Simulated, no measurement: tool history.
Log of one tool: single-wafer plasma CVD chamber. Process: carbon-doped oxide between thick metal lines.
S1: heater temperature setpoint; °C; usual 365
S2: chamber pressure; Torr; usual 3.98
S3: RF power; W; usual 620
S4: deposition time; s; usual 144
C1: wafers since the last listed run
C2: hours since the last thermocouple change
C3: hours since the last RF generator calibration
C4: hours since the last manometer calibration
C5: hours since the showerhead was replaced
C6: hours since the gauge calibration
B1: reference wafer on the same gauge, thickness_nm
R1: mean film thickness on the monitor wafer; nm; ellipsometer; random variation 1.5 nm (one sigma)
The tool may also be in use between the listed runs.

{"run": 1, "hour": 0.0, "S1": 365, "S2": 3.98, "S3": 620, "S4": 144, "C1": 0, "C2": 716.8, "C3": 2156.8, "C4": 979.9, "C5": 7470.2, "C6": 1141.3, "B1": 694.134, "R1": 711.744}
{"run": 2, "hour": 69.3, "S1": 365, "S2": 3.56, "S3": 620, "S4": 144, "C1": 927, "C2": 786.1, "C3": 2226.1, "C4": 1049.2, "C5": 7539.5, "C6": 1210.6, "B1": 693.562, "R1": 700.664}
{"run": 3, "hour": 162.1, "S1": 365, "S2": 3.56, "S3": 620, "S4": 144, "C1": 1241, "C2": 878.9, "C3": 2318.9, "C4": 1142.0, "C5": 7632.3, "C6": 1303.4, "B1": 693.382, "R1": 704.205}
{"run": 4, "hour": 204.1, "S1": 365, "S2": 4.59, "S3": 620, "S4": 144, "C1": 562, "C2": 920.9, "C3": 2360.9, "C4": 1184.0, "C5": 7674.3, "C6": 1345.4, "B1": 693.626, "R1": 726.069}
{"run": 5, "hour": 289.0, "S1": 365, "S2": 4.59, "S3": 620, "S4": 144, "C1": 1136, "C2": 1005.8, "C3": 2445.8, "C4": 1268.9, "C5": 7759.2, "C6": 1430.3, "B1": 694.32, "R1": 725.475}
{"run": 6, "hour": 376.3, "S1": 365, "S2": 4.59, "S3": 620, "S4": 144, "C1": 1168, "C2": 1093.1, "C3": 2533.1, "C4": 1356.2, "C5": 7846.5, "C6": 1517.6, "B1": 694.222, "R1": 723.634}
{"hour": 455.9, "done": "capacitance manometer re-zeroed and calibrated"}
{"hour": 458.0, "done": "RF generator calibrated"}
{"run": 7, "hour": 458.6, "S1": 365, "S2": 3.98, "S3": 685, "S4": 144, "C1": 965, "C2": 1175.4, "C3": 0.6, "C4": 2.7, "C5": 7928.8, "C6": 1599.9, "B1": 694.123, "R1": 766.402}
{"hour": 482.2, "done": "thermocouple changed; heater temperature recalibrated"}
{"run": 8, "hour": 543.9, "S1": 356, "S2": 4.58, "S3": 620, "S4": 144, "C1": 1034, "C2": 61.7, "C3": 85.9, "C4": 88.0, "C5": 8014.1, "C6": 1685.2, "B1": 693.396, "R1": 756.66}
{"hour": 560.2, "done": "showerhead replaced"}
{"run": 9, "hour": 638.7, "S1": 365, "S2": 3.98, "S3": 620, "S4": 144, "C1": 1161, "C2": 156.5, "C3": 180.7, "C4": 182.8, "C5": 78.5, "C6": 1780.0, "B1": 694.154, "R1": 721.339}
{"run": 10, "hour": 704.4, "S1": 365, "S2": 3.98, "S3": 620, "S4": 144, "C1": 879, "C2": 222.2, "C3": 246.4, "C4": 248.5, "C5": 144.2, "C6": 1845.7, "B1": 694.477, "R1": 721.152}
{"run": 11, "hour": 776.0, "S1": 365, "S2": 3.98, "S3": 620, "S4": 144, "C1": 958, "C2": 293.8, "C3": 318.0, "C4": 320.1, "C5": 215.8, "C6": 1917.3, "B1": 694.132, "R1": 720.528}
{"run": 12, "hour": 883.5, "S1": 365, "S2": 3.98, "S3": 620, "S4": 144, "C1": 1438, "C2": 401.3, "C3": 425.5, "C4": 427.6, "C5": 323.3, "C6": 2024.8, "B1": 693.82, "R1": 718.988}
{"run": 13, "hour": 1068.5, "S1": 365, "S2": 3.98, "S3": 620, "S4": 144, "C1": 2475, "C2": 586.3, "C3": 610.5, "C4": 612.6, "C5": 508.3, "C6": 2209.8, "B1": 693.636, "R1": 719.858}
{"run": 14, "hour": 1165.1, "S1": 365, "S2": 4.29, "S3": 620, "S4": 144, "C1": 1292, "C2": 682.9, "C3": 707.1, "C4": 709.2, "C5": 604.9, "C6": 2306.4, "B1": 693.484, "R1": 724.656}
{"run": 15, "hour": 1209.9, "S1": 378, "S2": 4.66, "S3": 690, "S4": 136, "C1": 599, "C2": 727.7, "C3": 751.9, "C4": 754.0, "C5": 649.7, "C6": 2351.2, "B1": 694.066, "R1": 712.723}
{"run": 16, "hour": 1308.9, "S1": 351, "S2": 3.98, "S3": 620, "S4": 155, "C1": 1324, "C2": 826.7, "C3": 850.9, "C4": 853.0, "C5": 748.7, "C6": 2450.2, "B1": 694.303, "R1": 800.666}
{"run": 17, "hour": 1414.8, "S1": 365, "S2": 3.18, "S3": 580, "S4": 129, "C1": 1417, "C2": 932.6, "C3": 956.8, "C4": 958.9, "C5": 854.6, "C6": 2556.1, "B1": 694.193, "R1": 600.159}
{"run": 18, "hour": 1461.7, "S1": 380, "S2": 3.98, "S3": 690, "S4": 120, "C1": 627, "C2": 979.5, "C3": 1003.7, "C4": 1005.8, "C5": 901.5, "C6": 2603.0, "B1": 693.896, "R1": 611.423}
{"hour": 1546.6, "done": "gauge calibrated"}
{"run": 19, "hour": 1555.3, "S1": 365, "S2": 4.31, "S3": 620, "S4": 144, "C1": 1252, "C2": 1073.1, "C3": 1097.3, "C4": 1099.4, "C5": 995.1, "C6": 8.7, "B1": 693.999, "R1": 724.509}
{"run": 20, "hour": 1603.7, "S1": 358, "S2": 4.7, "S3": 550, "S4": 131, "C1": 647, "C2": 1121.5, "C3": 1145.7, "C4": 1147.8, "C5": 1043.5, "C6": 57.1, "B1": 693.942, "R1": 633.354}
{"hour": 1639.3, "done": "thermocouple changed; heater temperature recalibrated"}
{"run": 21, "hour": 1657.6, "S1": 379, "S2": 3.98, "S3": 620, "S4": 122, "C1": 614, "C2": 18.3, "C3": 1199.6, "C4": 1201.7, "C5": 1097.4, "C6": 111.0, "B1": 693.938, "R1": 586.202}
{"run": 22, "hour": 1739.0, "S1": 358, "S2": 4.36, "S3": 535, "S4": 135, "C1": 1089, "C2": 99.7, "C3": 1281.0, "C4": 1283.1, "C5": 1178.8, "C6": 192.4, "B1": 693.862, "R1": 635.576}
{"run": 23, "hour": 1814.1, "S1": 365, "S2": 3.98, "S3": 505, "S4": 118, "C1": 1005, "C2": 174.8, "C3": 1356.1, "C4": 1358.2, "C5": 1253.9, "C6": 267.5, "B1": 694.347, "R1": 520.7}
{"run": 24, "hour": 1911.6, "S1": 373, "S2": 2.99, "S3": 675, "S4": 144, "C1": 1304, "C2": 272.3, "C3": 1453.6, "C4": 1455.7, "C5": 1351.4, "C6": 365.0, "B1": 694.451, "R1": 709.927}
{"run": 25, "hour": 1967.2, "S1": 365, "S2": 3.98, "S3": 620, "S4": 144, "C1": 744, "C2": 327.9, "C3": 1509.2, "C4": 1511.3, "C5": 1407.0, "C6": 420.6, "B1": 694.265, "R1": 713.738}
{"hour": 2000.9, "done": "capacitance manometer re-zeroed and calibrated"}
{"run": 26, "hour": 2009.4, "S1": 365, "S2": 4.58, "S3": 620, "S4": 172, "C1": 457, "C2": 370.1, "C3": 1551.4, "C4": 8.5, "C5": 1449.2, "C6": 462.8, "B1": 694.717, "R1": 871.054}
{"run": 27, "hour": 2087.8, "S1": 365, "S2": 3.98, "S3": 585, "S4": 162, "C1": 1049, "C2": 448.5, "C3": 1629.8, "C4": 86.9, "C5": 1527.6, "C6": 541.2, "B1": 694.059, "R1": 776.871}
{"run": 28, "hour": 2248.1, "S1": 365, "S2": 4.27, "S3": 700, "S4": 153, "C1": 2145, "C2": 608.8, "C3": 1790.1, "C4": 247.2, "C5": 1687.9, "C6": 701.5, "B1": 693.998, "R1": 817.33}
{"run": 29, "hour": 2311.8, "S1": 374, "S2": 3.98, "S3": 620, "S4": 144, "C1": 852, "C2": 672.5, "C3": 1853.8, "C4": 310.9, "C5": 1751.6, "C6": 765.2, "B1": 694.181, "R1": 695.807}

The same runs without the tool's hidden state, with the same run-to-run variation:
The hidden state here: wafer temperature above the value expected at the setpoint (K); delivered RF power above the setpoint (%); true pressure above the setpoint (%); gauge reads high (%).
run=1 R1=726.486
run=2 R1=715.265
run=3 R1=718.987
run=4 R1=741.357
run=5 R1=740.837
run=6 R1=739.037
run=7 R1=766.575
run=8 R1=758.353
run=9 R1=724.401
run=10 R1=725.127
run=11 R1=725.419
run=12 R1=725.108
run=13 R1=727.787
run=14 R1=733.439
run=15 R1=721.440
run=16 R1=811.513
run=17 R1=608.833
run=18 R1=620.224
run=19 R1=735.732
run=20 R1=643.570
run=21 R1=595.665
run=22 R1=646.473
run=23 R1=529.844
run=24 R1=721.964
run=25 R1=726.367
run=26 R1=886.614
run=27 R1=790.977
run=28 R1=832.158
run=29 R1=708.929
